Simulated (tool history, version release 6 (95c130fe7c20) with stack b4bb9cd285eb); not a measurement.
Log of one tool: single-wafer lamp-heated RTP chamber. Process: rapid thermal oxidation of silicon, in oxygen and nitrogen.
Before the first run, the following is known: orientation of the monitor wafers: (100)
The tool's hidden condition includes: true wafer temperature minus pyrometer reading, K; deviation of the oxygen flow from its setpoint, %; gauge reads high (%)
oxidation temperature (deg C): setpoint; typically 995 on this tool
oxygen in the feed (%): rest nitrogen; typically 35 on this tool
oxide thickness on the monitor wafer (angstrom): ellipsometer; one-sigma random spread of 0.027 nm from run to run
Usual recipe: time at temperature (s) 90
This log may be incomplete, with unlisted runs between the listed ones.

run	hour	oxidation temperature (deg C)	time at temperature (s)	oxygen in the feed (%)	wafers since the last listed run	wafers since the last pyrometer calibration	hours since the oxygen flow controller was replaced	hours since the gauge calibration	read-back reference wafer on the same gauge, thickness	oxide thickness on the monitor wafer (angstrom)
1	0	995	90	35	0	836	1132.7	2002.9	4.117	49.21
2	77.8	995	90	35	706	1542	1210.5	2080.7	4.119	49.58
3	163.8	995	90	35	780	2323	1296.5	2166.7	4.113	49.78
4	270.1	995	78	35	965	3288	1402.8	2273	4.109	46.9
5	373.5	995	78	35	938	4227	1506.2	2376.4	4.118	47.07
6	440.1	995	90	42	604	4831	1572.8	2443	4.111	53.01
# hour 541.3: pyrometer window cleaned and pyrometer calibrated
7	547.6	995	90	42	903	56	1680.3	2550.5	4.117	52.77
8	594.6	995	90	35	426	483	1727.3	2597.5	4.112	48.98
9	635.3	987	90	35	369	853	1768	2638.2	4.103	46.7
10	718.6	1014	90	35	756	1609	1851.3	2721.5	4.112	56.14
11	787.8	995	120	35	628	2237	1920.5	2790.7	4.109	55.92
12	881.9	983	90	35	854	3092	2014.6	2884.8	4.11	45.87
13	954.7	995	90	35	660	3753	2087.4	2957.6	4.103	49.44
14	1008.9	995	90	35	492	4245	2141.6	3011.8	4.11	50.04
15	1105.3	995	90	35	875	5120	2238	3108.2	4.11	49.53
# hour 1252: pyrometer window cleaned and pyrometer calibrated
# hour 1368: oxygen flow controller replaced
16	1424.6	995	90	35	2753	1494	56.6	3427.5	4.112	49.1
17	1482.8	995	90	35	528	2022	114.8	3485.7	4.117	48.95
18	1571.1	995	90	17	801	2824	203.1	3574	4.105	38.91
19	1613.5	995	90	35	384	3209	245.5	3616.4	4.105	49.07
20	1714.2	974	90	35	914	4123	346.2	3717.1	4.117	42.24
21	1776.3	1009	50	51	563	4687	408.3	3779.2	4.111	47.4
22	1822.5	1011	115	27	419	5106	454.5	3825.4	4.107	56.02
23	1894.5	995	118	21	653	5760	526.5	3897.4	4.105	45.88
24	1942.3	995	90	35	433	6194	574.3	3945.2	4.112	48.53
# hour 2007.6: gauge calibrated
25	2017.7	1019	110	59	684	6879	649.7	10.1	4.116	76.13
# hour 2045: pyrometer window cleaned and pyrometer calibrated
26	2073.6	995	90	35	434	259	705.6	66	4.115	48.8
27	2131.3	983	90	35	523	783	763.3	123.7	4.114	44.84
28	2212.4	995	90	35	736	1520	844.4	204.8	4.111	48.68
# hour 2247.3: oxygen flow controller replaced, repeated, since the last time left the tool worse
29	2279.4	1003	90	35	535	2055	32.1	271.8	4.102	52.48
30	2345.2	995	90	48	597	2653	97.9	337.6	4.107	55.38
31	2418.6	1009	128	62	666	3319	171.3	411	4.103	78.22
32	2510.7	1003	68	35	836	4155	263.4	503.1	4.109	47.19
33	2608.8	1023	90	26	890	5046	361.5	601.2	4.118	54.66
34	2712.1	995	77	21	937	5984	464.8	704.5	4.109	39.97
35	2757.5	975	72	63	412	6396	510.2	749.9	4.106	47.76
36	2849.3	995	90	35	833	7229	602	841.7	4.118	49.85
# hour 2865.5: pyrometer window cleaned and pyrometer calibrated
37	2950.6	995	90	35	847	772	703.3	943	4.107	49.36

How the hidden state differs across the entries between the runs, from the last listed run before each to the first after it:
Run 6 -> run 7: pyrometer window cleaned and pyrometer calibrated (hour 541.3)
  deviation of the oxygen flow from its setpoint, %: -3.61 -> -3.83
  measured less the result without the state, oxide thickness on the monitor wafer (angstrom): -0.38 -> -0.4
Run 15 -> run 16: pyrometer window cleaned and pyrometer calibrated (hour 1252); oxygen flow controller replaced (hour 1368)
  deviation of the oxygen flow from its setpoint, %: -4.98 -> -8.72
  measured less the result without the state, oxide thickness on the monitor wafer (angstrom): -0.55 -> -0.97
Run 24 -> run 25: gauge calibrated (hour 2007.6)
  deviation of the oxygen flow from its setpoint, %: -9.78 -> -9.94
  measured less the result without the state, oxide thickness on the monitor wafer (angstrom): -1.08 -> -1.21
Run 25 -> run 26: pyrometer window cleaned and pyrometer calibrated (hour 2045)
  deviation of the oxygen flow from its setpoint, %: -9.94 -> -10.1
  measured less the result without the state, oxide thickness on the monitor wafer (angstrom): -1.21 -> -1.12
Run 28 -> run 29: oxygen flow controller replaced, repeated, since the last time left the tool worse (hour 2247.3)
  deviation of the oxygen flow from its setpoint, %: -10.3 -> -0.418
  measured less the result without the state, oxide thickness on the monitor wafer (angstrom): -1.15 -> -0.04
Run 36 -> run 37: pyrometer window cleaned and pyrometer calibrated (hour 2865.5)
  deviation of the oxygen flow from its setpoint, %: -1.59 -> -1.8
  measured less the result without the state, oxide thickness on the monitor wafer (angstrom): -0.17 -> -0.19
